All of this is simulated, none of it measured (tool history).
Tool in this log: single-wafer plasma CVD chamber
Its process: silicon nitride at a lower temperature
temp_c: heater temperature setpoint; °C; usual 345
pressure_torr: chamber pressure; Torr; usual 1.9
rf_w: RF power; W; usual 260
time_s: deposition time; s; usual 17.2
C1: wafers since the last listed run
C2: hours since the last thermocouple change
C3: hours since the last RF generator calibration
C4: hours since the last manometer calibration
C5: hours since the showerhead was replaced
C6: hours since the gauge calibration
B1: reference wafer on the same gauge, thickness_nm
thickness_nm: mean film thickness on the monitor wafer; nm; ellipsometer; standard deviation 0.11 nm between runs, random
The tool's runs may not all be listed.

Run 1, hour 0: usual settings; C1 0; C2 1314.7; C3 628.9; C4 1930.2; C5 5943.3; C6 358.6; B1 21.308. Result: thickness_nm 19.932 nm.
Run 2, hour 13.4: usual settings; C1 326; C2 1328.1; C3 642.3; C4 1943.6; C5 5956.7; C6 372; B1 21.248. Result: thickness_nm 19.786 nm.
Run 3, hour 19.7: usual settings but pressure_torr 1.74 Torr; C1 153; C2 1334.4; C3 648.6; C4 1949.9; C5 5963; C6 378.3; B1 21.311. Result: thickness_nm 19.256 nm.
Run 4, hour 31.8: usual settings; C1 295; C2 1346.5; C3 660.7; C4 1962; C5 5975.1; C6 390.4; B1 21.295. Result: thickness_nm 19.816 nm.
Run 5, hour 40.9: usual settings; C1 222; C2 1355.6; C3 669.8; C4 1971.1; C5 5984.2; C6 399.5; B1 21.301. Result: thickness_nm 19.694 nm.
Run 6, hour 49.8: usual settings; C1 217; C2 1364.5; C3 678.7; C4 1980; C5 5993.1; C6 408.4; B1 21.267. Result: thickness_nm 19.781 nm.
Run 7, hour 59.7: usual settings; C1 241; C2 1374.4; C3 688.6; C4 1989.9; C5 6003; C6 418.3; B1 21.295. Result: thickness_nm 19.515 nm.
Run 8, hour 76: usual settings but rf_w 240 W; C1 397; C2 1390.7; C3 704.9; C4 2006.2; C5 6019.3; C6 434.6; B1 21.306. Result: thickness_nm 18.81 nm.
Run 9, hour 85.4: usual settings but rf_w 240 W; C1 229; C2 1400.1; C3 714.3; C4 2015.6; C5 6028.7; C6 444; B1 21.308. Result: thickness_nm 18.748 nm.
At hour 143: showerhead replaced.
Run 10, hour 143.5: usual settings but temp_c 336 °C, time_s 15.9 s; C1 1222; C2 1458.2; C3 772.4; C4 2073.7; C5 0.5; C6 502.1; B1 21.308. Result: thickness_nm 18.332 nm.
Run 11, hour 168.3: usual settings but rf_w 225 W; C1 605; C2 1483; C3 797.2; C4 2098.5; C5 25.3; C6 526.9; B1 21.347. Result: thickness_nm 17.734 nm.
Run 12, hour 180.1: usual settings but rf_w 225 W; C1 287; C2 1494.8; C3 809; C4 2110.3; C5 37.1; C6 538.7; B1 21.294. Result: thickness_nm 17.909 nm.
Run 13, hour 191.1: usual settings but temp_c 350 °C, rf_w 235 W; C1 268; C2 1505.8; C3 820; C4 2121.3; C5 48.1; C6 549.7; B1 21.298. Result: thickness_nm 18.465 nm.
Run 14, hour 200.7: usual settings but pressure_torr 2.33 Torr; C1 234; C2 1515.4; C3 829.6; C4 2130.9; C5 57.7; C6 559.3; B1 21.259. Result: thickness_nm 20.547 nm.
Run 15, hour 216.7: usual settings but temp_c 351 °C, pressure_torr 2.27 Torr; C1 390; C2 1531.4; C3 845.6; C4 2146.9; C5 73.7; C6 575.3; B1 21.26. Result: thickness_nm 20.225 nm.
At hour 218.7: gauge calibrated.
Run 16, hour 233.4: usual settings but pressure_torr 1.45 Torr, rf_w 285 W; C1 407; C2 1548.1; C3 862.3; C4 2163.6; C5 90.4; C6 14.7; B1 21.332. Result: thickness_nm 19.144 nm.
Run 17, hour 240.2: usual settings but temp_c 356 °C, pressure_torr 1.67 Torr; C1 165; C2 1554.9; C3 869.1; C4 2170.4; C5 97.2; C6 21.5; B1 21.3. Result: thickness_nm 18.893 nm.
At hour 257.5: thermocouple changed; heater temperature recalibrated.
Run 18, hour 258: usual settings; C1 239; C2 0.5; C3 886.9; C4 2188.2; C5 115; C6 39.3; B1 21.281. Result: thickness_nm 19.689 nm.
Run 19, hour 258.3: usual settings but temp_c 351 °C, pressure_torr 2.27 Torr; C1 7; C2 0.8; C3 887.2; C4 2188.5; C5 115.3; C6 39.6; B1 21.295. Result: thickness_nm 20.232 nm.
Run 20, hour 267.4: usual settings but pressure_torr 2.12 Torr, rf_w 295 W, time_s 15.8 s; C1 222; C2 9.9; C3 896.3; C4 2197.6; C5 124.4; C6 48.7; B1 21.299. Result: thickness_nm 19.919 nm.
At hour 287.8: capacitance manometer re-zeroed and calibrated.
Run 21, hour 288.3: usual settings but time_s 16.1 s; C1 314; C2 30.8; C3 917.2; C4 0.5; C5 145.3; C6 69.6; B1 21.281. Result: thickness_nm 18.238 nm.
Run 22, hour 296: usual settings but temp_c 359 °C, time_s 18.8 s; C1 187; C2 38.5; C3 924.9; C4 8.2; C5 153; C6 77.3; B1 21.271. Result: thickness_nm 21.48 nm.
Run 23, hour 305.6: usual settings; C1 234; C2 48.1; C3 934.5; C4 17.8; C5 162.6; C6 86.9; B1 21.286. Result: thickness_nm 19.375 nm.
At hour 316.2: RF generator calibrated.
Run 24, hour 321.7: usual settings but temp_c 341 °C, rf_w 230 W; C1 197; C2 64.2; C3 5.5; C4 33.9; C5 178.7; C6 103; B1 21.283. Result: thickness_nm 18.819 nm.
Run 25, hour 330.8: usual settings but pressure_torr 2.29 Torr, time_s 19.6 s; C1 222; C2 73.3; C3 14.6; C4 43; C5 187.8; C6 112.1; B1 21.306. Result: thickness_nm 24.483 nm.
Run 26, hour 339.2: usual settings but pressure_torr 1.59 Torr, time_s 15.1 s; C1 204; C2 81.7; C3 23; C4 51.4; C5 196.2; C6 120.5; B1 21.32. Result: thickness_nm 17.14 nm.
Run 27, hour 356.3: usual settings but temp_c 333 °C, pressure_torr 1.71 Torr, rf_w 310 W; C1 417; C2 98.8; C3 40.1; C4 68.5; C5 213.3; C6 137.6; B1 21.279. Result: thickness_nm 22.344 nm.
Run 28, hour 367.9: usual settings; C1 283; C2 110.4; C3 51.7; C4 80.1; C5 224.9; C6 149.2; B1 21.282. Result: thickness_nm 20.52 nm.
Run 29, hour 377.1: usual settings but pressure_torr 2.32 Torr; C1 224; C2 119.6; C3 60.9; C4 89.3; C5 234.1; C6 158.4; B1 21.298. Result: thickness_nm 21.551 nm.
Run 30, hour 415.6: usual settings but time_s 16.2 s; C1 939; C2 158.1; C3 99.4; C4 127.8; C5 272.6; C6 196.9; B1 21.257. Result: thickness_nm 19.449 nm.

For each run, what was the tool's unlogged condition?
wafer temperature above the value expected at the setpoint (K): 0 in every run
true pressure above the setpoint (%): 0 in every run
gauge reads high (%): 0 in every run
H1: delivered RF power above the setpoint (%)
run      H1
  1   -6.05
  2   -6.18
  3   -6.24
  4   -6.35
  5   -6.43
  6   -6.52
  7   -6.61
  8   -6.76
  9   -6.85
 10   -7.38
 11   -7.61
 12   -7.72
 13   -7.83
 14   -7.91
 15   -8.06
 16   -8.22
 17   -8.28
 18   -8.45
 19   -8.45
 20   -8.53
 21   -8.73
 22    -8.8
 23   -8.89
 24  -0.764
 25  -0.849
 26  -0.927
 27   -1.09
 28   -1.19
 29   -1.28
 30   -1.63

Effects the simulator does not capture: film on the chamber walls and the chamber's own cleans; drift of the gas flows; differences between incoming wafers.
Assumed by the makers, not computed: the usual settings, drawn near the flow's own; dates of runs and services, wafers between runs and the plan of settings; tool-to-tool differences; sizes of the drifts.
